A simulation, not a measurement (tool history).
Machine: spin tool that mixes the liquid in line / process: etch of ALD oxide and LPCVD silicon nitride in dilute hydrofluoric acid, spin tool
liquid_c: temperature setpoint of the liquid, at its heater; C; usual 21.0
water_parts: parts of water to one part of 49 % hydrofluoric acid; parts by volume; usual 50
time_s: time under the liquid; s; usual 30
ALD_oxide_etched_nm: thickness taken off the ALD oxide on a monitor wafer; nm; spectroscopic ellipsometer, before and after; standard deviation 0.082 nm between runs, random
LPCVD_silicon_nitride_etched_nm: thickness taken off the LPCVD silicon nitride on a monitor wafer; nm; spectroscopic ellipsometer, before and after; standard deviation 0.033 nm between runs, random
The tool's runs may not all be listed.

| run | hour | liquid_c | water_parts | time_s | read-back film thickness of the ALD oxide reference wafer, read on the same gauge (nm) | read-back film thickness of the LPCVD silicon nitride reference wafer, read on the same gauge (nm) | ALD_oxide_etched_nm | LPCVD_silicon_nitride_etched_nm |
|---|---|---|---|---|---|---|---|---|
| 1 | 0.0 | 21.0 | 50 | 30 | 100.00 | 139.960 | 13.58 | 0.298 |
| 2 | 48.7 | 21.0 | 50 | 30 | 100.00 | 140.035 | 13.64 | 0.254 |
| 3 | 119.1 | 21.0 | 50 | 30 | 100.01 | 140.017 | 13.60 | 0.245 |
| 4 | 171.3 | 21.0 | 50 | 20 | 100.01 | 140.002 | 9.02 | 0.128 |
| 5 | 208.2 | 21.0 | 50 | 30 | 100.00 | 140.009 | 13.56 | 0.234 |
| 6 | 277.5 | 21.0 | 50 | 30 | 99.99 | 139.965 | 13.51 | 0.296 |
| 7 | 309.2 | 23.0 | 50 | 30 | 100.01 | 139.979 | 14.62 | 0.323 |
|  | 386.0 | thermometer replaced |
| 8 | 411.8 | 17.5 | 50 | 30 | 100.00 | 140.032 | 11.51 | 0.198 |
| 9 | 474.3 | 17.5 | 50 | 30 | 99.98 | 140.004 | 11.51 | 0.205 |
| 10 | 522.9 | 21.0 | 65 | 35 | 100.00 | 140.044 | 11.54 | 0.190 |
| 11 | 577.3 | 17.5 | 75 | 20 | 99.99 | 140.034 | 4.91 | 0.076 |
|  | 584.6 | hydrofluoric acid flow meter replaced |
| 12 | 624.4 | 25.5 | 50 | 30 | 100.00 | 140.012 | 18.13 | 0.339 |
|  | 654.9 | gauge calibrated |
| 13 | 674.1 | 19.5 | 75 | 45 | 100.01 | 139.993 | 13.73 | 0.282 |
| 14 | 724.3 | 21.0 | 65 | 30 | 100.02 | 140.004 | 11.21 | 0.257 |
| 15 | 779.8 | 19.5 | 75 | 45 | 100.01 | 140.025 | 13.63 | 0.173 |
| 16 | 818.2 | 23.0 | 25 | 30 | 100.01 | 140.011 | 33.52 | 0.603 |
| 17 | 853.3 | 21.0 | 30 | 15 | 100.00 | 139.956 | 12.77 | 0.240 |
| 18 | 908.3 | 18.0 | 70 | 30 | 99.99 | 139.983 | 9.05 | 0.133 |
| 19 | 932.7 | 21.0 | 50 | 30 | 100.03 | 140.041 | 14.73 | 0.290 |

Below, some changes in ALD_oxide_etched_nm between adjacent runs. For each, the amount present without the hidden state too (settings, incoming material, random variation) and the amount remaining for the hidden state with gauge scatter not shared by both compared results:
Hidden conditions of the tool in this case: liquid colder than its thermometer reads (K); hydrofluoric acid flow below the setpoint (%); gauge reads high (%).
Run 10 -> 11: liquid_c 21.0 -> 17.5, water_parts 65 -> 75, time_s 35 -> 20. ALD_oxide_etched_nm -6.63 nm: hidden state +1.10, all else -7.73.
Run 16 -> 17: liquid_c 23.0 -> 21.0, water_parts 25 -> 30, time_s 30 -> 15. ALD_oxide_etched_nm -20.75 nm: hidden state +0.82, all else -21.57.
